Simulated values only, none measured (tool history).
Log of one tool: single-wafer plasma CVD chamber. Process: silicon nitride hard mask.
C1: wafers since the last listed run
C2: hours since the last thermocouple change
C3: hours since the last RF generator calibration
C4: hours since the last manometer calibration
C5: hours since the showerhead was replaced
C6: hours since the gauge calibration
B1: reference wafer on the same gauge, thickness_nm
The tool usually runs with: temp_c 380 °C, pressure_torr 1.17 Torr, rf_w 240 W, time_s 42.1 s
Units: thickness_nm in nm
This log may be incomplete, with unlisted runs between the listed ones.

Run 1, hour 0: usual settings; C1 0; C2 46.9; C3 35.9; C4 1469; C5 4445.3; C6 2028.4; B1 29.906. Result: thickness_nm 34.016 nm.
Run 2, hour 88.3: usual settings; C1 2654; C2 135.2; C3 124.2; C4 1557.3; C5 4533.6; C6 2116.7; B1 29.888. Result: thickness_nm 33.736 nm.
Run 3, hour 152.2: usual settings but time_s 47.9 s; C1 1920; C2 199.1; C3 188.1; C4 1621.2; C5 4597.5; C6 2180.6; B1 29.875. Result: thickness_nm 38.007 nm.
Run 4, hour 206.1: usual settings but time_s 47.9 s; C1 1620; C2 253; C3 242; C4 1675.1; C5 4651.4; C6 2234.5; B1 29.894. Result: thickness_nm 38.09 nm.
Run 5, hour 286.6: usual settings but temp_c 388 °C, pressure_torr 1.39 Torr; C1 2419; C2 333.5; C3 322.5; C4 1755.6; C5 4731.9; C6 2315; B1 29.908. Result: thickness_nm 34.982 nm.
Run 6, hour 385.7: usual settings; C1 2978; C2 432.6; C3 421.6; C4 1854.7; C5 4831; C6 2414.1; B1 29.897. Result: thickness_nm 33.267 nm.
Run 7, hour 449.1: usual settings but pressure_torr 1.02 Torr, time_s 34.5 s; C1 1905; C2 496; C3 485; C4 1918.1; C5 4894.4; C6 2477.5; B1 29.886. Result: thickness_nm 26.149 nm.
Run 8, hour 535: usual settings but time_s 38.7 s; C1 2581; C2 581.9; C3 570.9; C4 2004; C5 4980.3; C6 2563.4; B1 29.912. Result: thickness_nm 30.416 nm.
Run 9, hour 578.3: usual settings but time_s 39.5 s; C1 1301; C2 625.2; C3 614.2; C4 2047.3; C5 5023.6; C6 2606.7; B1 29.91. Result: thickness_nm 31.065 nm.
Run 10, hour 622.2: usual settings but temp_c 371 °C, pressure_torr 0.96 Torr, time_s 40 s; C1 1319; C2 669.1; C3 658.1; C4 2091.2; C5 5067.5; C6 2650.6; B1 29.879. Result: thickness_nm 29.711 nm.
At hour 642.4: capacitance manometer re-zeroed and calibrated.
Run 11, hour 720.3: usual settings; C1 2708; C2 767.2; C3 756.2; C4 77.9; C5 5165.6; C6 2748.7; B1 29.896. Result: thickness_nm 33.33 nm.
At hour 772.2: showerhead replaced.
At hour 786: gauge calibrated.
At hour 980.1: thermocouple changed; heater temperature recalibrated.
Run 12, hour 999.8: usual settings; C1 7919; C2 19.7; C3 1035.7; C4 357.4; C5 227.6; C6 213.8; B1 29.884. Result: thickness_nm 33.105 nm.
Run 13, hour 1056.6: usual settings but temp_c 371 °C, pressure_torr 1.02 Torr, rf_w 255 W, time_s 39.6 s; C1 1707; C2 76.5; C3 1092.5; C4 414.2; C5 284.4; C6 270.6; B1 29.891. Result: thickness_nm 30.765 nm.
Run 14, hour 1121.4: usual settings; C1 1947; C2 141.3; C3 1157.3; C4 479; C5 349.2; C6 335.4; B1 29.912. Result: thickness_nm 33.444 nm.
Run 15, hour 1171.6: usual settings but temp_c 385 °C, pressure_torr 1.26 Torr, rf_w 250 W, time_s 36.7 s; C1 1508; C2 191.5; C3 1207.5; C4 529.2; C5 399.4; C6 385.6; B1 29.909. Result: thickness_nm 29.931 nm.
Run 16, hour 1259.7: usual settings but temp_c 389 °C, pressure_torr 1.29 Torr, rf_w 195 W, time_s 47 s; C1 2647; C2 279.6; C3 1295.6; C4 617.3; C5 487.5; C6 473.7; B1 29.897. Result: thickness_nm 33.706 nm.
Run 17, hour 1353.7: usual settings; C1 2825; C2 373.6; C3 1389.6; C4 711.3; C5 581.5; C6 567.7; B1 29.868. Result: thickness_nm 33.146 nm.
Run 18, hour 1394.5: usual settings; C1 1226; C2 414.4; C3 1430.4; C4 752.1; C5 622.3; C6 608.5; B1 29.869. Result: thickness_nm 32.781 nm.
At hour 1440.6: RF generator calibrated.
Run 19, hour 1441.1: usual settings but temp_c 375 °C, pressure_torr 1.02 Torr, time_s 47.4 s; C1 1160; C2 461; C3 0.5; C4 798.7; C5 668.9; C6 655.1; B1 29.905. Result: thickness_nm 36.398 nm.
Run 20, hour 1513.8: usual settings but temp_c 392 °C, pressure_torr 1.33 Torr, rf_w 205 W, time_s 49.3 s; C1 2185; C2 533.7; C3 73.2; C4 871.4; C5 741.6; C6 727.8; B1 29.897. Result: thickness_nm 37.477 nm.
Run 21, hour 1582.3: usual settings but rf_w 190 W, time_s 37.6 s; C1 2058; C2 602.2; C3 141.7; C4 939.9; C5 810.1; C6 796.3; B1 29.876. Result: thickness_nm 26.359 nm.
Run 22, hour 1662.7: usual settings but temp_c 374 °C, rf_w 285 W; C1 2416; C2 682.6; C3 222.1; C4 1020.3; C5 890.5; C6 876.7; B1 29.895. Result: thickness_nm 37.202 nm.
Run 23, hour 1760.1: usual settings but pressure_torr 1.44 Torr; C1 2927; C2 780; C3 319.5; C4 1117.7; C5 987.9; C6 974.1; B1 29.879. Result: thickness_nm 35.539 nm.
Run 24, hour 1848.8: usual settings but temp_c 395 °C, pressure_torr 1.39 Torr, time_s 48.8 s; C1 2666; C2 868.7; C3 408.2; C4 1206.4; C5 1076.6; C6 1062.8; B1 29.879. Result: thickness_nm 40.205 nm.
Run 25, hour 2051.4: usual settings; C1 6089; C2 1071.3; C3 610.8; C4 1409; C5 1279.2; C6 1265.4; B1 29.888. Result: thickness_nm 33.445 nm.
At hour 2089.1: thermocouple changed; heater temperature recalibrated.
Run 26, hour 2138.5: usual settings; C1 2377; C2 49.4; C3 697.9; C4 1496.1; C5 1366.3; C6 1352.5; B1 29.925. Result: thickness_nm 33.388 nm.
Run 27, hour 2243.5: usual settings but pressure_torr 1.4 Torr, rf_w 265 W; C1 3155; C2 154.4; C3 802.9; C4 1601.1; C5 1471.3; C6 1457.5; B1 29.914. Result: thickness_nm 37.193 nm.

What differs in the tool's unlogged condition from the final listed run ahead of each entry between runs to the first listed run following it?
Runs 10 to 11: capacitance manometer re-zeroed and calibrated (hour 642.4)
  delivered RF power above the setpoint (%): -3.74 -> -3.95
  the result without the hidden state subtracted from the measured one, thickness_nm: -0.628 -> -0.745 nm
Runs 11 to 12: showerhead replaced (hour 772.2); gauge calibrated (hour 786); thermocouple changed; heater temperature recalibrated (hour 980.1)
  delivered RF power above the setpoint (%): -3.95 -> -4.36
  the result without the hidden state subtracted from the measured one, thickness_nm: -0.745 -> -0.819 nm
Runs 18 to 19: RF generator calibrated (hour 1440.6)
  delivered RF power above the setpoint (%): -4.65 -> -0.197
  the result without the hidden state subtracted from the measured one, thickness_nm: -0.866 -> -0.039 nm
Runs 25 to 26: thermocouple changed; heater temperature recalibrated (hour 2089.1)
  delivered RF power above the setpoint (%): -3.41 -> -3.62
  the result without the hidden state subtracted from the measured one, thickness_nm: -0.643 -> -0.682 nm
